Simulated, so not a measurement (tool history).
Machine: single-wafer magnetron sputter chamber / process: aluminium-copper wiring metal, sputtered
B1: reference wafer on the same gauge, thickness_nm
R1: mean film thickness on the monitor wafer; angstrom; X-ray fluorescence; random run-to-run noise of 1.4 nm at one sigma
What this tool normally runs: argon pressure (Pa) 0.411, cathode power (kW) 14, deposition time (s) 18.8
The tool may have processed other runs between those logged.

run 1 day=0 | argon_pressure_(Pa)=0.411 cathode_power_(kW)=14 deposition_time_(s)=18.8 | B1=443.071 | R1=4790.4
run 2 day=0.871 | argon_pressure_(Pa)=0.411 cathode_power_(kW)=14 deposition_time_(s)=18.8 | B1=442.962 | R1=4783.86
run 3 day=1.75 | argon_pressure_(Pa)=0.411 cathode_power_(kW)=12.6 deposition_time_(s)=18.8 | B1=443.549 | R1=4425.74
run 4 day=2.933 | argon_pressure_(Pa)=0.411 cathode_power_(kW)=12.6 deposition_time_(s)=18.8 | B1=443.112 | R1=4419.8
run 5 day=3.446 | argon_pressure_(Pa)=0.411 cathode_power_(kW)=14 deposition_time_(s)=18.8 | B1=443.077 | R1=4772.83
run 6 day=4.271 | argon_pressure_(Pa)=0.411 cathode_power_(kW)=14 deposition_time_(s)=18.8 | B1=443.008 | R1=4762.05
run 7 day=6.967 | argon_pressure_(Pa)=0.411 cathode_power_(kW)=14 deposition_time_(s)=18.8 | B1=442.948 | R1=4736.43
run 8 day=7.796 | argon_pressure_(Pa)=0.411 cathode_power_(kW)=14 deposition_time_(s)=18.8 | B1=442.72 | R1=4745.07
-- day=8.8 sputter target and shields replaced
run 9 day=8.821 | argon_pressure_(Pa)=0.411 cathode_power_(kW)=14 deposition_time_(s)=18.8 | B1=443.15 | R1=4887
run 10 day=9.517 | argon_pressure_(Pa)=0.411 cathode_power_(kW)=14 deposition_time_(s)=18.8 | B1=442.851 | R1=4851.5
run 11 day=10.317 | argon_pressure_(Pa)=0.411 cathode_power_(kW)=14 deposition_time_(s)=18.8 | B1=443.029 | R1=4809.93
run 12 day=11.592 | argon_pressure_(Pa)=0.411 cathode_power_(kW)=14 deposition_time_(s)=18.8 | B1=442.388 | R1=4790.79
run 13 day=12.996 | argon_pressure_(Pa)=0.411 cathode_power_(kW)=14 deposition_time_(s)=18.8 | B1=443.266 | R1=4781.93
-- day=13.196 gauge calibrated
run 14 day=14.129 | argon_pressure_(Pa)=0.411 cathode_power_(kW)=14 deposition_time_(s)=18.8 | B1=443.542 | R1=4767.82
run 15 day=15.542 | argon_pressure_(Pa)=0.411 cathode_power_(kW)=14 deposition_time_(s)=18.8 | B1=443.526 | R1=4785.04
run 16 day=16.642 | argon_pressure_(Pa)=0.411 cathode_power_(kW)=14 deposition_time_(s)=18.8 | B1=442.609 | R1=4751.17
run 17 day=17.683 | argon_pressure_(Pa)=0.411 cathode_power_(kW)=14 deposition_time_(s)=18.8 | B1=443.115 | R1=4738.84
run 18 day=19.162 | argon_pressure_(Pa)=0.329 cathode_power_(kW)=14 deposition_time_(s)=19.9 | B1=443.489 | R1=5243.73
run 19 day=20.479 | argon_pressure_(Pa)=0.411 cathode_power_(kW)=14 deposition_time_(s)=18.8 | B1=443.04 | R1=4741.66
-- day=21.054 sputter target and shields replaced
run 20 day=21.525 | argon_pressure_(Pa)=0.411 cathode_power_(kW)=11.25 deposition_time_(s)=18.8 | B1=443.111 | R1=4245.65
run 21 day=22.379 | argon_pressure_(Pa)=0.411 cathode_power_(kW)=14 deposition_time_(s)=20.9 | B1=442.907 | R1=5450.96
run 22 day=23.125 | argon_pressure_(Pa)=0.475 cathode_power_(kW)=11.85 deposition_time_(s)=16.2 | B1=443.328 | R1=3618.49
run 23 day=23.762 | argon_pressure_(Pa)=0.411 cathode_power_(kW)=14 deposition_time_(s)=20.6 | B1=443.03 | R1=5330.33
run 24 day=24.875 | argon_pressure_(Pa)=0.361 cathode_power_(kW)=10.7 deposition_time_(s)=19.8 | B1=443.263 | R1=4410.72
-- day=25.354 capacitance manometer re-zeroed and calibrated
-- day=26.217 magnet pack replaced
run 25 day=26.238 | argon_pressure_(Pa)=0.411 cathode_power_(kW)=12.2 deposition_time_(s)=18.8 | B1=443.045 | R1=4231.67
run 26 day=27.467 | argon_pressure_(Pa)=0.321 cathode_power_(kW)=14 deposition_time_(s)=21.2 | B1=443.489 | R1=5554.73
run 27 day=28.112 | argon_pressure_(Pa)=0.354 cathode_power_(kW)=14 deposition_time_(s)=15.9 | B1=443.314 | R1=4063.84
run 28 day=29.292 | argon_pressure_(Pa)=0.411 cathode_power_(kW)=14 deposition_time_(s)=18.8 | B1=442.469 | R1=4632.71
run 29 day=30.467 | argon_pressure_(Pa)=0.411 cathode_power_(kW)=14 deposition_time_(s)=18.8 | B1=443.015 | R1=4627.5
run 30 day=31.396 | argon_pressure_(Pa)=0.411 cathode_power_(kW)=14 deposition_time_(s)=18.8 | B1=443.384 | R1=4617.38
run 31 day=32.75 | argon_pressure_(Pa)=0.411 cathode_power_(kW)=14 deposition_time_(s)=18.8 | B1=442.881 | R1=4627.08
run 32 day=33.45 | argon_pressure_(Pa)=0.411 cathode_power_(kW)=14 deposition_time_(s)=18.8 | B1=442.445 | R1=4648.87
-- day=34.821 sputter target and shields replaced
run 33 day=34.842 | argon_pressure_(Pa)=0.528 cathode_power_(kW)=15.95 deposition_time_(s)=21.8 | B1=442.567 | R1=5629.19
run 34 day=35.517 | argon_pressure_(Pa)=0.289 cathode_power_(kW)=11.65 deposition_time_(s)=18.8 | B1=442.677 | R1=4562.45

Predict each of these 4 candidate next runs independently; none follows another, all start after run 34:
run A day=35.533 | argon_pressure_(Pa)=0.411 cathode_power_(kW)=14 deposition_time_(s)=21.1 | B1=? | R1=?
run B day=35.533 | argon_pressure_(Pa)=0.411 cathode_power_(kW)=11.35 deposition_time_(s)=15.2 | B1=? | R1=?
run C day=35.533 | argon_pressure_(Pa)=0.554 cathode_power_(kW)=17 deposition_time_(s)=16.2 | B1=? | R1=?
run D day=35.533 | argon_pressure_(Pa)=0.275 cathode_power_(kW)=15.15 deposition_time_(s)=17.5 | B1=? | R1=?

run=A B1=442.54 R1=5321.13
run=B B1=442.54 R1=3337.63
run=C B1=442.54 R1=4264.93
run=D B1=442.54 R1=5111.38
The same runs, with their run-to-run variation unchanged, on a tool lacking any hidden condition would have given:
run=A R1=5327.29
run=B R1=3341.5
run=C R1=4259.75
run=D R1=5129.8

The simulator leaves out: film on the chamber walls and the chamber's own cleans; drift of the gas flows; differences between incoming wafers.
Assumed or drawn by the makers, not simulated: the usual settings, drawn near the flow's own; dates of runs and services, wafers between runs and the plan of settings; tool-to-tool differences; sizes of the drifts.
